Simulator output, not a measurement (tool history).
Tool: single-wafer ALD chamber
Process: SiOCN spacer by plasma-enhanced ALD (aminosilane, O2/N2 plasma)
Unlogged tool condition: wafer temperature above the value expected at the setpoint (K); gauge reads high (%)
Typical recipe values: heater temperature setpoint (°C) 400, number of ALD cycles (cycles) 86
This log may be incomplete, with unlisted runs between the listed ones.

| run | hour | heater temperature setpoint (°C) | number of ALD cycles (cycles) | wafers since the last listed run | hours since the last thermocouple change | hours since the gauge calibration | read-back reference wafer on the same gauge, thickness_nm | mean film thickness on the monitor wafer (nm) |
|---|---|---|---|---|---|---|---|---|
| 1 | 0 | 404 | 86 | 0 | 2756.7 | 207.6 | 6.16 | 5.116 |
| 2 | 7.7 | 404 | 86 | 29 | 2764.4 | 215.3 | 6.164 | 5.118 |
| 3 | 19.5 | 404 | 86 | 45 | 2776.2 | 227.1 | 6.162 | 5.113 |
| 4 | 29.1 | 400 | 86 | 37 | 2785.8 | 236.7 | 6.158 | 5.164 |
|  | 74.5 | gauge calibrated |
| 5 | 78.7 | 411 | 86 | 191 | 2835.4 | 4.2 | 6.166 | 5.035 |
| 6 | 90.1 | 411 | 86 | 44 | 2846.8 | 15.6 | 6.164 | 5.009 |
| 7 | 97.6 | 411 | 86 | 28 | 2854.3 | 23.1 | 6.158 | 5.011 |
| 8 | 104.7 | 400 | 81 | 27 | 2861.4 | 30.2 | 6.168 | 4.877 |
| 9 | 112.9 | 395 | 94 | 31 | 2869.6 | 38.4 | 6.153 | 5.659 |
|  | 128.3 | thermocouple changed; heater temperature recalibrated |
| 10 | 141.7 | 396 | 71 | 80 | 13.4 | 67.2 | 6.164 | 4.28 |
| 11 | 151.3 | 411 | 86 | 37 | 23 | 76.8 | 6.162 | 5.01 |
| 12 | 160.3 | 388 | 71 | 34 | 32 | 85.8 | 6.166 | 4.271 |
| 13 | 176.8 | 387 | 93 | 63 | 48.5 | 102.3 | 6.157 | 5.602 |
| 14 | 208.7 | 400 | 86 | 123 | 80.4 | 134.2 | 6.169 | 5.142 |
| 15 | 222.7 | 400 | 86 | 54 | 94.4 | 148.2 | 6.158 | 5.185 |
| 16 | 233.1 | 400 | 86 | 40 | 104.8 | 158.6 | 6.161 | 5.168 |
| 17 | 244.6 | 409 | 78 | 44 | 116.3 | 170.1 | 6.156 | 4.6 |

5 options for the next run, each taken on its own from the tool as it stands now. Forecast them:
| A | 245.2 | 400 | 86 | 2 | 116.9 | 170.7 | ? | ? |
| B | 245.2 | 391 | 81 | 2 | 116.9 | 170.7 | ? | ? |
| C | 245.2 | 413 | 77 | 2 | 116.9 | 170.7 | ? | ? |
| D | 245.2 | 406 | 69 | 2 | 116.9 | 170.7 | ? | ? |
| E | 245.2 | 393 | 92 | 2 | 116.9 | 170.7 | ? | ? |

| run | read-back reference wafer on the same gauge, thickness_nm | mean film thickness on the monitor wafer (nm) |
|---|---|---|
| A | 6.158 | 5.198 |
| B | 6.158 | 4.896 |
| C | 6.158 | 4.494 |
| D | 6.158 | 4.104 |
| E | 6.158 | 5.56 |
Without the tool's hidden state the same runs would have given:
| run | mean film thickness on the monitor wafer (nm) |
|---|---|
| A | 5.198 |
| B | 4.896 |
| C | 4.494 |
| D | 4.104 |
| E | 5.56 |
